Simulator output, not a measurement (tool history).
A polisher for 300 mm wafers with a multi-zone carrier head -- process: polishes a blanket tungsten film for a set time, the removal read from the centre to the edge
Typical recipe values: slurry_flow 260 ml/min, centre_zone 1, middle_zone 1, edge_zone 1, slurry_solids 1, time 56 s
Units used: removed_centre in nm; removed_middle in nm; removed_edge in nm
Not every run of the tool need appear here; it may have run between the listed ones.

| run | hour | slurry_flow | centre_zone | middle_zone | edge_zone | slurry_solids | time | wafers since the last listed run | wafers polished on this pad | hours since the slurry nozzle was cleaned | hours since the centre zone pressure was calibrated | hours since the edge zone pressure was calibrated | hours since the carrier head's membrane was replaced | incoming thickness of the incoming film, nm | removed_centre | removed_middle | removed_edge |
|---|---|---|---|---|---|---|---|---|---|---|---|---|---|---|---|---|---|
| 1 | 0 | 260 | 1 | 1.08 | 1 | 1 | 56 | 0 | 569 | 10.7 | 621.8 | 939.8 | 82.7 | 931.9 | 295.1 | 354 | 341.2 |
| 2 | 32.3 | 260 | 1 | 1.08 | 1 | 1 | 56 | 393 | 963 | 43 | 654.1 | 972.1 | 115 | 911.5 | 286.3 | 348.9 | 340.7 |
|  | 70.8 | centre zone pressure recalibrated |
| 3 | 84 | 295 | 1 | 0.97 | 1 | 1 | 56 | 606 | 1569 | 94.7 | 13.2 | 1023.8 | 166.7 | 930.2 | 325.5 | 321.7 | 341.9 |
|  | 111.5 | edge zone pressure recalibrated |
| 4 | 117.5 | 260 | 1 | 1 | 1 | 1 | 56 | 384 | 1953 | 128.2 | 46.7 | 6 | 200.2 | 915.8 | 329.1 | 332.9 | 329.9 |
| 5 | 145.7 | 260 | 1 | 1 | 1.05 | 1 | 56 | 343 | 2297 | 156.4 | 74.9 | 34.2 | 228.4 | 942.7 | 325.9 | 330.1 | 344.1 |
| 6 | 169.1 | 260 | 1 | 1.11 | 1.04 | 1 | 56 | 285 | 2583 | 179.8 | 98.3 | 57.6 | 251.8 | 927.2 | 323.7 | 356.9 | 335.7 |
| 7 | 186.9 | 260 | 1 | 1 | 1 | 1 | 56 | 217 | 2800 | 197.6 | 116.1 | 75.4 | 269.6 | 942 | 325.2 | 327.7 | 328.6 |
|  | 196.7 | worn pad replaced by a new one |
| 8 | 219.7 | 260 | 0.97 | 1 | 1.12 | 1 | 62 | 351 | 279 | 230.4 | 148.9 | 108.2 | 302.4 | 937 | 341.8 | 363.7 | 395.5 |
| 9 | 249.8 | 260 | 0.9 | 1.09 | 0.93 | 1 | 42 | 367 | 647 | 260.5 | 179 | 138.3 | 332.5 | 936.5 | 219.4 | 262.3 | 237.3 |
| 10 | 281.8 | 350 | 1 | 1 | 1.07 | 1 | 56 | 390 | 1037 | 292.5 | 211 | 170.3 | 364.5 | 915 | 334.2 | 337.1 | 349.1 |
| 11 | 312.1 | 260 | 1.06 | 1 | 1 | 1 | 56 | 369 | 1406 | 322.8 | 241.3 | 200.6 | 394.8 | 940.3 | 345.7 | 328.9 | 333.9 |
| 12 | 338.8 | 260 | 1 | 1 | 1 | 1 | 56 | 325 | 1732 | 349.5 | 268 | 227.3 | 421.5 | 949.9 | 323.8 | 330 | 339.5 |
| 13 | 361.4 | 285 | 1 | 1 | 0.93 | 1 | 56 | 275 | 2008 | 372.1 | 290.6 | 249.9 | 444.1 | 929.4 | 323.7 | 334.1 | 320 |
| 14 | 390.3 | 350 | 1 | 1.12 | 1 | 0.8 | 62 | 352 | 2360 | 401 | 319.5 | 278.8 | 473 | 931 | 330.4 | 380.2 | 349.1 |
| 15 | 420.5 | 260 | 1 | 1 | 1.05 | 0.85 | 56 | 368 | 2729 | 431.2 | 349.7 | 309 | 503.2 | 938.2 | 294.1 | 312.8 | 320.9 |
|  | 442.3 | worn pad replaced by a new one |
| 16 | 444.2 | 260 | 1 | 1 | 1 | 1 | 38 | 240 | 23 | 454.9 | 373.4 | 332.7 | 526.9 | 914.9 | 215.6 | 223.3 | 231.3 |
| 17 | 468.8 | 260 | 1 | 0.95 | 1 | 1 | 56 | 300 | 323 | 479.5 | 398 | 357.3 | 551.5 | 923.7 | 307.4 | 314.5 | 336.2 |
| 18 | 499.3 | 260 | 1 | 1 | 1.06 | 0.8 | 69 | 371 | 695 | 510 | 428.5 | 387.8 | 582 | 919 | 349.4 | 376.3 | 387.1 |

What does the tool deliver on the next run?
| 19 | 530.5 | 260 | 1 | 1.11 | 1 | 1 | 71 | 380 | 1075 | 541.2 | 459.7 | 419 | 613.2 | 946.3 | ? | ? | ? |

Run 19 produced removed_centre 384.8 nm, removed_middle 448.1 nm, removed_edge 428.4 nm.
With the hidden condition absent and the run-to-run variation left alone, this run would have shown removed_centre 419.4 nm, removed_middle 447.9 nm, removed_edge 428.4 nm.
